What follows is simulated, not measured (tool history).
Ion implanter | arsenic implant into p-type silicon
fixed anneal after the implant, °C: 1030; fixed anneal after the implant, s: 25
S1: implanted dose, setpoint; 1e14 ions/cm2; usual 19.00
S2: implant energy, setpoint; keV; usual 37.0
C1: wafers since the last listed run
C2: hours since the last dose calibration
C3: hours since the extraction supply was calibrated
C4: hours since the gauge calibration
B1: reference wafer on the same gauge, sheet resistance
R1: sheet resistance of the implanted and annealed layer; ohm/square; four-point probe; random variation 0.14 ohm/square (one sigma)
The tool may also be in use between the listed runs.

run	day	S1	S2	C1	C2	C3	C4	B1	R1
1	0.000	19.00	34.0	0	536.3	4105.8	221.0	72.69	85.50
2	0.625	19.00	37.0	135	551.3	4120.8	236.0	72.70	83.46
3	1.200	19.00	37.0	124	565.1	4134.6	249.8	72.69	83.49
4	1.717	22.87	30.5	111	577.5	4147.0	262.2	72.70	82.02
5	2.275	22.87	30.5	120	590.9	4160.4	275.6	72.67	82.13
6	2.833	19.00	37.0	120	604.3	4173.8	289.0	72.69	82.98
7	3.525	19.00	37.0	149	620.9	4190.4	305.6	72.69	82.75
# day 4.158: extraction supply calibrated
# day 4.358: Faraday cup replaced and dose calibrated
8	4.379	19.00	37.0	68	0.5	5.3	326.1	72.68	84.22
9	4.558	19.00	37.0	38	4.8	9.6	330.4	72.71	84.29
# day 5.000: gauge calibrated
10	5.033	19.00	37.0	102	16.2	21.0	0.8	72.71	84.37
11	5.779	19.00	37.0	161	34.1	38.9	18.7	72.70	84.21
12	6.292	16.19	28.5	110	46.4	51.2	31.0	72.70	97.05
13	6.967	21.02	26.5	145	62.6	67.4	47.2	72.68	88.92
14	7.571	19.00	46.0	130	77.1	81.9	61.7	72.72	79.17
15	7.950	19.00	37.0	81	86.2	91.0	70.8	72.71	84.43
16	8.246	19.00	37.0	63	93.3	98.1	77.9	72.70	84.17
17	9.196	19.00	37.0	205	116.1	120.9	100.7	72.70	84.34
18	9.500	24.10	33.0	65	123.4	128.2	108.0	72.72	79.80
19	9.829	22.87	30.5	71	131.3	136.1	115.9	72.70	83.16
20	10.500	24.04	37.0	145	147.4	152.2	132.0	72.70	76.68

The next listed run, before its measurement:
21	11.029	23.85	46.0	114	160.1	164.9	144.7	?	?

B1: 72.71
R1: 71.09 ohm/square
Without the tool's hidden state the same run would have given R1 71.46 ohm/square.
